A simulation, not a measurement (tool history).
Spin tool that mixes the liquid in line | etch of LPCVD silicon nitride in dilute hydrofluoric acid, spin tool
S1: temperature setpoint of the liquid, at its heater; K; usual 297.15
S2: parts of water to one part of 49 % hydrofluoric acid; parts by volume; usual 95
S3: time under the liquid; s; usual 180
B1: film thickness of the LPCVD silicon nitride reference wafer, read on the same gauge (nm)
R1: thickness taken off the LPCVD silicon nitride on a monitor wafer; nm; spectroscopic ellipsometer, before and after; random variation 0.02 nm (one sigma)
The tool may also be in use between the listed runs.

run	hour	S1	S2	S3	B1	R1
1	0	297.15	95	180	150.038	1.041
2	6.3	297.15	95	180	150.002	1.012
# hour 11: gauge calibrated
3	23.4	297.15	95	180	150.017	0.998
4	55.4	297.15	95	180	149.978	1.053
5	64.3	297.15	95	180	150.018	1.015
6	75.9	297.15	95	180	149.979	1.015
# hour 83.1: thermometer replaced
7	92.7	297.15	95	180	149.995	1.003
8	103.3	297.15	95	180	149.995	0.994
9	118.1	299.15	95	180	150.012	1.179
10	127	297.15	55	250	150.011	2.362
# hour 127.2: gauge calibrated
11	140.6	297.15	95	180	150.011	1.011
# hour 150.8: hydrofluoric acid flow meter replaced
12	153.8	293.15	95	220	149.997	0.942
13	163.1	295.65	95	100	149.996	0.504
14	170.5	297.15	95	180	150.007	1.011
15	188.5	292.15	130	255	149.978	0.77
16	202	292.65	95	180	149.972	0.736

What the log doesn't show, run by run:
liquid hotter than its thermometer reads (K): 0 in every run
hydrofluoric acid flow below the setpoint (%): 0 in every run
gauge reads high (%): 0 in every run
